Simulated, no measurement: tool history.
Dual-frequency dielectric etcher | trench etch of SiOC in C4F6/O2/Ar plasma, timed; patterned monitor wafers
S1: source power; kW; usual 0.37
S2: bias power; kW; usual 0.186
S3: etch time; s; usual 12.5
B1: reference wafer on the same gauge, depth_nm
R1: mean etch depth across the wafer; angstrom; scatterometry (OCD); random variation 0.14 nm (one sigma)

run	day	S1	S2	S3	B1	R1
1	0	0.37	0.186	12.5	27.22	262.3
2	0.679	0.37	0.186	12.5	27.2	260.2
3	1.358	0.37	0.186	12.5	27.21	261.9
4	1.662	0.37	0.186	12.5	27.19	257.2
5	2.154	0.37	0.186	12.5	27.18	258.2
6	2.646	0.37	0.171	12.5	27.21	256.4
7	3.738	0.37	0.171	12.5	27.24	257.2
# day 5.075: upper electrode replaced
8	5.096	0.37	0.186	12.5	27.2	258.2
9	5.108	0.37	0.212	12.5	27.19	270.1
10	5.392	0.37	0.186	15	27.2	316.2
# day 5.708: source power generator calibrated
# day 5.821: bias power generator calibrated
11	5.879	0.37	0.186	12.5	27.19	263.6
12	6.208	0.37	0.186	12.5	27.22	262.2
13	6.704	0.37	0.186	12.5	27.22	261.5
14	7.008	0.3	0.198	16	27.19	312
15	7.321	0.43	0.173	16	27.2	353.2
16	7.921	0.46	0.214	15.5	27.22	366.2
17	8.217	0.3	0.214	11	27.21	217.5
# day 8.6: gauge calibrated
# day 9.479: wet clean of the chamber
18	9.5	0.37	0.186	10.5	27.19	219.9
19	9.517	0.37	0.186	11	27.16	232.2
20	9.812	0.43	0.186	12.5	27.2	277.3
21	10.4	0.37	0.223	12.5	27.2	269.7
22	10.692	0.37	0.22	11	27.2	242.1
23	11.1	0.37	0.186	8.5	27.21	177.8
24	11.408	0.37	0.186	12.5	27.2	259.6
25	11.771	0.37	0.186	12.5	27.17	260.5
26	12.217	0.37	0.186	12.5	27.21	261.7

5 ways to go on from here, each from the tool as it stands after run 26. What would each give?
A	12.233	0.37	0.186	12.5	?	?
B	12.233	0.32	0.227	12.5	?	?
C	12.233	0.45	0.163	9	?	?
D	12.233	0.45	0.174	14	?	?
E	12.233	0.37	0.186	14	?	?

run	B1	R1
A	27.22	262.7
B	27.22	260.6
C	27.22	198.6
D	27.22	313.8
E	27.22	294.2
Without the tool's hidden state the same runs would have given:
run	R1
A	262.7
B	260.6
C	198.6
D	313.8
E	294.2
